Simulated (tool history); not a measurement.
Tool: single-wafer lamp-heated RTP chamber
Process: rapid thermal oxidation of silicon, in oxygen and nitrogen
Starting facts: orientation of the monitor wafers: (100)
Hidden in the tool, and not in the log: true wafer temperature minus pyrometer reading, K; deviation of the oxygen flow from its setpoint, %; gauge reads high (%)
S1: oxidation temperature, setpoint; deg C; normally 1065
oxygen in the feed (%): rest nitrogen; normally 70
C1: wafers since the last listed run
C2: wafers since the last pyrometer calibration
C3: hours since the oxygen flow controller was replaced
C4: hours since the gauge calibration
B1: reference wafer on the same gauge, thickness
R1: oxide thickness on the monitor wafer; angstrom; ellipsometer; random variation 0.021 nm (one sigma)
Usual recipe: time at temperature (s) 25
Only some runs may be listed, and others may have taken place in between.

run 1 hour=0 | S1=1065 time_at_temperature_(s)=25 oxygen_in_the_feed_(%)=70 | C1=0 C2=402 C3=4693.7 C4=1015.8 | B1=6.595 | R1=56.92
run 2 hour=14.8 | S1=1065 time_at_temperature_(s)=25 oxygen_in_the_feed_(%)=70 | C1=192 C2=595 C3=4708.5 C4=1030.6 | B1=6.589 | R1=56.65
run 3 hour=39.6 | S1=1065 time_at_temperature_(s)=25 oxygen_in_the_feed_(%)=70 | C1=322 C2=917 C3=4733.3 C4=1055.4 | B1=6.591 | R1=56.85
run 4 hour=67.7 | S1=1065 time_at_temperature_(s)=25 oxygen_in_the_feed_(%)=70 | C1=365 C2=1282 C3=4761.4 C4=1083.5 | B1=6.582 | R1=57
run 5 hour=91.4 | S1=1065 time_at_temperature_(s)=25 oxygen_in_the_feed_(%)=70 | C1=307 C2=1590 C3=4785.1 C4=1107.2 | B1=6.585 | R1=57.02
run 6 hour=107.3 | S1=1046 time_at_temperature_(s)=25 oxygen_in_the_feed_(%)=70 | C1=206 C2=1796 C3=4801 C4=1123.1 | B1=6.585 | R1=50.05
run 7 hour=131.2 | S1=1046 time_at_temperature_(s)=25 oxygen_in_the_feed_(%)=70 | C1=310 C2=2107 C3=4824.9 C4=1147 | B1=6.588 | R1=49.74
run 8 hour=146 | S1=1046 time_at_temperature_(s)=25 oxygen_in_the_feed_(%)=70 | C1=192 C2=2299 C3=4839.7 C4=1161.8 | B1=6.582 | R1=49.9
run 9 hour=169 | S1=1065 time_at_temperature_(s)=25 oxygen_in_the_feed_(%)=70 | C1=298 C2=2598 C3=4862.7 C4=1184.8 | B1=6.579 | R1=56.6
run 10 hour=202.7 | S1=1065 time_at_temperature_(s)=25 oxygen_in_the_feed_(%)=70 | C1=437 C2=3035 C3=4896.4 C4=1218.5 | B1=6.572 | R1=56.7
run 11 hour=220.7 | S1=1065 time_at_temperature_(s)=25 oxygen_in_the_feed_(%)=70 | C1=233 C2=3269 C3=4914.4 C4=1236.5 | B1=6.575 | R1=56.72
-- hour=243.4 pyrometer window cleaned and pyrometer calibrated
run 12 hour=243.9 | S1=1065 time_at_temperature_(s)=25 oxygen_in_the_feed_(%)=70 | C1=197 C2=6 C3=4937.6 C4=1259.7 | B1=6.567 | R1=56.72
run 13 hour=266.1 | S1=1065 time_at_temperature_(s)=25 oxygen_in_the_feed_(%)=70 | C1=288 C2=294 C3=4959.8 C4=1281.9 | B1=6.573 | R1=56.71
run 14 hour=298.8 | S1=1040 time_at_temperature_(s)=28 oxygen_in_the_feed_(%)=80 | C1=424 C2=719 C3=4992.5 C4=1314.6 | B1=6.561 | R1=52.53
run 15 hour=330.7 | S1=1046 time_at_temperature_(s)=25 oxygen_in_the_feed_(%)=70 | C1=414 C2=1134 C3=5024.4 C4=1346.5 | B1=6.57 | R1=49.86
run 16 hour=400.4 | S1=1046 time_at_temperature_(s)=13 oxygen_in_the_feed_(%)=51 | C1=905 C2=2039 C3=5094.1 C4=1416.2 | B1=6.56 | R1=35.34
run 17 hour=421.7 | S1=1047 time_at_temperature_(s)=25 oxygen_in_the_feed_(%)=89 | C1=276 C2=2316 C3=5115.4 C4=1437.5 | B1=6.561 | R1=54.87
run 18 hour=446.2 | S1=1052 time_at_temperature_(s)=18 oxygen_in_the_feed_(%)=91 | C1=318 C2=2634 C3=5139.9 C4=1462 | B1=6.556 | R1=49.78
-- hour=506.4 pyrometer window cleaned and pyrometer calibrated
run 19 hour=514.9 | S1=1094 time_at_temperature_(s)=30 oxygen_in_the_feed_(%)=47 | C1=788 C2=110 C3=5208.6 C4=1530.7 | B1=6.551 | R1=64.09
run 20 hour=535.1 | S1=1065 time_at_temperature_(s)=25 oxygen_in_the_feed_(%)=70 | C1=262 C2=373 C3=5228.8 C4=1550.9 | B1=6.56 | R1=56.75
run 21 hour=563.7 | S1=1085 time_at_temperature_(s)=25 oxygen_in_the_feed_(%)=85 | C1=371 C2=744 C3=5257.4 C4=1579.5 | B1=6.546 | R1=69.3
run 22 hour=583.1 | S1=1065 time_at_temperature_(s)=25 oxygen_in_the_feed_(%)=88 | C1=252 C2=996 C3=5276.8 C4=1598.9 | B1=6.553 | R1=61.31
run 23 hour=612.4 | S1=1065 time_at_temperature_(s)=25 oxygen_in_the_feed_(%)=70 | C1=380 C2=1377 C3=5306.1 C4=1628.2 | B1=6.546 | R1=56.49
run 24 hour=629.1 | S1=1065 time_at_temperature_(s)=31 oxygen_in_the_feed_(%)=70 | C1=216 C2=1594 C3=5322.8 C4=1644.9 | B1=6.542 | R1=62.14
run 25 hour=654.7 | S1=1079 time_at_temperature_(s)=25 oxygen_in_the_feed_(%)=70 | C1=332 C2=1926 C3=5348.4 C4=1670.5 | B1=6.544 | R1=62.11
-- hour=675.8 gauge calibrated
run 26 hour=689 | S1=1046 time_at_temperature_(s)=25 oxygen_in_the_feed_(%)=70 | C1=445 C2=2372 C3=5382.7 C4=13.2 | B1=6.663 | R1=50.75
-- hour=724.7 oxygen flow controller replaced
run 27 hour=725.2 | S1=1065 time_at_temperature_(s)=25 oxygen_in_the_feed_(%)=53 | C1=366 C2=2738 C3=0.5 C4=49.4 | B1=6.659 | R1=52.14
run 28 hour=752.9 | S1=1065 time_at_temperature_(s)=25 oxygen_in_the_feed_(%)=70 | C1=359 C2=3098 C3=28.2 C4=77.1 | B1=6.667 | R1=57.34
-- hour=777 pyrometer window cleaned and pyrometer calibrated
run 29 hour=777.6 | S1=1049 time_at_temperature_(s)=29 oxygen_in_the_feed_(%)=90 | C1=216 C2=8 C3=52.9 C4=101.8 | B1=6.662 | R1=59.88
run 30 hour=799.3 | S1=1053 time_at_temperature_(s)=36 oxygen_in_the_feed_(%)=70 | C1=281 C2=290 C3=74.6 C4=123.5 | B1=6.661 | R1=61.99
run 31 hour=899.2 | S1=1065 time_at_temperature_(s)=25 oxygen_in_the_feed_(%)=70 | C1=1297 C2=1587 C3=174.5 C4=223.4 | B1=6.657 | R1=57.22
run 32 hour=982.4 | S1=1052 time_at_temperature_(s)=16 oxygen_in_the_feed_(%)=51 | C1=1080 C2=2668 C3=257.7 C4=306.6 | B1=6.649 | R1=39.5
run 33 hour=1008.8 | S1=1040 time_at_temperature_(s)=33 oxygen_in_the_feed_(%)=92 | C1=342 C2=3011 C3=284.1 C4=333 | B1=6.64 | R1=60.1
-- hour=1033.6 pyrometer window cleaned and pyrometer calibrated
run 34 hour=1034.1 | S1=1050 time_at_temperature_(s)=25 oxygen_in_the_feed_(%)=70 | C1=224 C2=7 C3=309.4 C4=358.3 | B1=6.642 | R1=52.07
run 35 hour=1061.1 | S1=1065 time_at_temperature_(s)=14 oxygen_in_the_feed_(%)=70 | C1=350 C2=357 C3=336.4 C4=385.3 | B1=6.639 | R1=45.34
run 36 hour=1159.4 | S1=1042 time_at_temperature_(s)=36 oxygen_in_the_feed_(%)=98 | C1=1276 C2=1634 C3=434.7 C4=483.6 | B1=6.63 | R1=64.49
run 37 hour=1189.7 | S1=1065 time_at_temperature_(s)=25 oxygen_in_the_feed_(%)=70 | C1=393 C2=2028 C3=465 C4=513.9 | B1=6.629 | R1=57.34

Give the tool's hidden conditions for every run:
true wafer temperature minus pyrometer reading, K: 0 across all the runs
deviation of the oxygen flow from its setpoint, %: 0 across all the runs
H1: gauge reads high (%)
run=1 H1=-0.891
run=2 H1=-0.906
run=3 H1=-0.932
run=4 H1=-0.962
run=5 H1=-0.987
run=6 H1=-1
run=7 H1=-1.03
run=8 H1=-1.04
run=9 H1=-1.07
run=10 H1=-1.1
run=11 H1=-1.12
run=12 H1=-1.15
run=13 H1=-1.17
run=14 H1=-1.2
run=15 H1=-1.24
run=16 H1=-1.31
run=17 H1=-1.33
run=18 H1=-1.36
run=19 H1=-1.43
run=20 H1=-1.45
run=21 H1=-1.48
run=22 H1=-1.5
run=23 H1=-1.53
run=24 H1=-1.55
run=25 H1=-1.58
run=26 H1=0.261
run=27 H1=0.223
run=28 H1=0.194
run=29 H1=0.168
run=30 H1=0.145
run=31 H1=0.0402
run=32 H1=-0.0473
run=33 H1=-0.075
run=34 H1=-0.102
run=35 H1=-0.13
run=36 H1=-0.233
run=37 H1=-0.265

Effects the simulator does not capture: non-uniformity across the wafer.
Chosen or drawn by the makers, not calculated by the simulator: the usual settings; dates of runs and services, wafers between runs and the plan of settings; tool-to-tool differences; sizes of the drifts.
